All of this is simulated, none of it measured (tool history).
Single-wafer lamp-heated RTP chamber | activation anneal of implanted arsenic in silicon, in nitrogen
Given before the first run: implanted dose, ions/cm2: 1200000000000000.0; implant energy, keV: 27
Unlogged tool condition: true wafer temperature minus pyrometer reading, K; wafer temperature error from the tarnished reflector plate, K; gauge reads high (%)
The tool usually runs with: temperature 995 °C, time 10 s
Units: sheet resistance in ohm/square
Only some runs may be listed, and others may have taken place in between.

run,hour,temperature,time,wafers since the last listed run,wafers since the last pyrometer calibration,wafers since the reflector plate was cleaned,hours since the gauge calibration,"read-back reference wafer on the same gauge, sheet resistance",sheet resistance
1,0,995,10,0,794,6515,193.4,140.97,131.5
2,50.1,995,10,501,1296,7017,243.5,141.15,131.18
3,106.6,995,10,565,1862,7583,300,140.93,131.01
4,159.3,995,10,527,2389,8110,352.7,140.99,132.56
5,183.7,995,10,244,2634,8355,377.1,140.9,131.63
# hour 242: pyrometer window cleaned and pyrometer calibrated
6,255.3,995,10,636,132,8992,448.7,140.76,131.48
7,309.7,995,8,544,677,9537,503.1,140.6,133.09
8,339.9,995,15,302,980,9839,533.3,141.12,126.89
# hour 363.3: gauge calibrated
9,414.6,995,15,748,1728,10587,51.3,140.99,126.81
10,452.3,1002,10,377,2105,10965,89,140.8,129.44
11,495.6,995,10,433,2539,11398,132.3,140.88,130.8
# hour 534.3: pyrometer window cleaned and pyrometer calibrated
12,544,970,7,404,96,11803,180.7,141.26,142.18
# hour 558.6: reflector plate cleaned
13,571.5,980,10,195,292,129,208.2,141.07,136.71
14,615.2,995,10,437,729,566,251.9,141.01,132.7
15,789.7,977,4,1747,2477,2314,426.4,140.75,147.04
# hour 828.8: pyrometer window cleaned and pyrometer calibrated
16,852.5,974,10,548,237,2863,489.2,141.02,138.47
17,879.5,969,5,270,507,3133,516.2,141,147.24
18,912.2,1009,8,327,835,3461,548.9,141.03,131.35
19,945.3,1007,5,331,1166,3792,582,141.11,134.97
20,978.7,977,5,334,1501,4127,615.4,141.18,144.89
21,1034.2,987,10,555,2057,4683,670.9,140.94,133.78
# hour 1037.7: gauge calibrated
22,1059.8,1021,10,256,2313,4939,22.1,141.19,126.21
# hour 1092.5: pyrometer window cleaned and pyrometer calibrated
23,1106.6,995,10,388,140,5328,68.9,140.79,132.21

Consider 3 possible next runs. They are alternatives, not a sequence: every one starts from the tool as it was left by run 23. What does each give?
A,1107,995,10,4,144,5332,69.3,?,?
B,1107,1011,5,4,144,5332,69.3,?,?
C,1107,995,6,4,144,5332,69.3,?,?

run,"read-back reference wafer on the same gauge, sheet resistance",sheet resistance
A,141.34,131.57
B,141.34,133.88
C,141.34,136.66
Take away the tool's hidden state, keep each run's random variation, and the runs would have read:
run,sheet resistance
A,133.63
B,136.02
C,139
